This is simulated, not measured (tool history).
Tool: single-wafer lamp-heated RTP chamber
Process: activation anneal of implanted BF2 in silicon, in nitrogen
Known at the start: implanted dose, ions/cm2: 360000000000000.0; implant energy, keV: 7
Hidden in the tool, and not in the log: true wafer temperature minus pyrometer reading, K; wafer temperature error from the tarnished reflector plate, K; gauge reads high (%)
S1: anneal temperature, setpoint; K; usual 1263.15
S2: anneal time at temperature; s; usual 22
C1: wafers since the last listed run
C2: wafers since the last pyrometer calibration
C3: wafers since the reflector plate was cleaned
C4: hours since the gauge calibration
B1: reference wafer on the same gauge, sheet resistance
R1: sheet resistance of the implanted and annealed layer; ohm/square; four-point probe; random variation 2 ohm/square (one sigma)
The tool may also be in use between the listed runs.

{"run": 1, "hour": 0.0, "S1": 1243.15, "S2": 28, "C1": 0, "C2": 80, "C3": 3465, "C4": 326.3, "B1": 425.95, "R1": 489.35}
{"hour": 16.5, "done": "gauge calibrated"}
{"run": 2, "hour": 25.8, "S1": 1243.15, "S2": 28, "C1": 348, "C2": 428, "C3": 3814, "C4": 9.3, "B1": 425.87, "R1": 480.7}
{"run": 3, "hour": 48.1, "S1": 1257.15, "S2": 22, "C1": 301, "C2": 729, "C3": 4115, "C4": 31.6, "B1": 426.24, "R1": 452.44}
{"run": 4, "hour": 73.9, "S1": 1257.15, "S2": 22, "C1": 348, "C2": 1078, "C3": 4463, "C4": 57.4, "B1": 425.77, "R1": 452.47}
{"run": 5, "hour": 105.4, "S1": 1257.15, "S2": 22, "C1": 425, "C2": 1504, "C3": 4889, "C4": 88.9, "B1": 426.01, "R1": 446.75}
{"run": 6, "hour": 141.1, "S1": 1263.15, "S2": 31, "C1": 482, "C2": 1986, "C3": 5371, "C4": 124.6, "B1": 426.33, "R1": 422.5}
{"run": 7, "hour": 162.7, "S1": 1263.15, "S2": 22, "C1": 291, "C2": 2278, "C3": 5663, "C4": 146.2, "B1": 425.67, "R1": 431.83}
{"run": 8, "hour": 196.3, "S1": 1263.15, "S2": 22, "C1": 453, "C2": 2732, "C3": 6117, "C4": 179.8, "B1": 426.76, "R1": 438.98}
{"run": 9, "hour": 222.4, "S1": 1263.15, "S2": 22, "C1": 352, "C2": 3084, "C3": 6470, "C4": 205.9, "B1": 426.46, "R1": 432.58}
{"run": 10, "hour": 238.1, "S1": 1263.15, "S2": 22, "C1": 212, "C2": 3296, "C3": 6682, "C4": 221.6, "B1": 425.97, "R1": 435.85}
{"hour": 261.9, "done": "reflector plate cleaned"}
{"run": 11, "hour": 273.9, "S1": 1263.15, "S2": 22, "C1": 375, "C2": 3672, "C3": 162, "C4": 257.4, "B1": 426.49, "R1": 433.25}
{"run": 12, "hour": 305.4, "S1": 1263.15, "S2": 22, "C1": 425, "C2": 4097, "C3": 588, "C4": 288.9, "B1": 426.05, "R1": 430.9}
{"run": 13, "hour": 338.4, "S1": 1263.15, "S2": 22, "C1": 445, "C2": 4543, "C3": 1033, "C4": 321.9, "B1": 425.59, "R1": 431.32}
{"run": 14, "hour": 359.9, "S1": 1252.15, "S2": 33, "C1": 290, "C2": 4834, "C3": 1324, "C4": 343.4, "B1": 426.04, "R1": 430.4}
{"run": 15, "hour": 388.1, "S1": 1277.15, "S2": 16, "C1": 380, "C2": 5215, "C3": 1705, "C4": 371.6, "B1": 426.09, "R1": 424.16}
{"hour": 408.8, "done": "pyrometer window cleaned and pyrometer calibrated"}
{"run": 16, "hour": 409.3, "S1": 1250.15, "S2": 35, "C1": 178, "C2": 6, "C3": 1883, "C4": 392.8, "B1": 425.7, "R1": 457.68}
{"run": 17, "hour": 436.5, "S1": 1237.15, "S2": 15, "C1": 367, "C2": 374, "C3": 2251, "C4": 420, "B1": 426.49, "R1": 537.1}
{"hour": 447.9, "done": "gauge calibrated"}
{"run": 18, "hour": 466.0, "S1": 1263.15, "S2": 22, "C1": 398, "C2": 772, "C3": 2649, "C4": 18.1, "B1": 425.33, "R1": 443.85}
{"run": 19, "hour": 501.7, "S1": 1280.15, "S2": 30, "C1": 482, "C2": 1255, "C3": 3131, "C4": 53.8, "B1": 427, "R1": 405.95}
{"run": 20, "hour": 515.2, "S1": 1284.15, "S2": 18, "C1": 182, "C2": 1437, "C3": 3314, "C4": 67.3, "B1": 425.81, "R1": 417.13}
{"run": 21, "hour": 547.1, "S1": 1263.15, "S2": 22, "C1": 430, "C2": 1868, "C3": 3745, "C4": 99.2, "B1": 425.96, "R1": 436.86}
{"run": 22, "hour": 564.5, "S1": 1263.15, "S2": 34, "C1": 235, "C2": 2103, "C3": 3980, "C4": 116.6, "B1": 426.28, "R1": 420.16}
{"run": 23, "hour": 587.1, "S1": 1288.15, "S2": 18, "C1": 305, "C2": 2408, "C3": 4285, "C4": 139.2, "B1": 426.29, "R1": 411.58}
{"run": 24, "hour": 600.0, "S1": 1254.15, "S2": 22, "C1": 174, "C2": 2583, "C3": 4459, "C4": 152.1, "B1": 426.08, "R1": 450.87}
{"run": 25, "hour": 619.6, "S1": 1243.15, "S2": 28, "C1": 264, "C2": 2847, "C3": 4724, "C4": 171.7, "B1": 426.55, "R1": 460.36}

How the hidden state differs across the entries between the runs, from the last listed run before each to the first after it:
Between runs 1 and 2: gauge calibrated (hour 16.5)
  true wafer temperature minus pyrometer reading, K: 1.18 -> 3.37
  measured less the result without the state, R1: -3.4 -> -9.47 ohm/square
Between runs 10 and 11: reflector plate cleaned (hour 261.9)
  true wafer temperature minus pyrometer reading, K: 11.4 -> 11.8
  measured less the result without the state, R1: -19.3 -> -19.89 ohm/square
Between runs 15 and 16: pyrometer window cleaned and pyrometer calibrated (hour 408.8)
  true wafer temperature minus pyrometer reading, K: 12.7 -> 0.537
  measured less the result without the state, R1: -18.03 -> -1.2 ohm/square
Between runs 17 and 18: gauge calibrated (hour 447.9)
  true wafer temperature minus pyrometer reading, K: 2.94 -> 5.03
  measured less the result without the state, R1: -10.8 -> -9.25 ohm/square

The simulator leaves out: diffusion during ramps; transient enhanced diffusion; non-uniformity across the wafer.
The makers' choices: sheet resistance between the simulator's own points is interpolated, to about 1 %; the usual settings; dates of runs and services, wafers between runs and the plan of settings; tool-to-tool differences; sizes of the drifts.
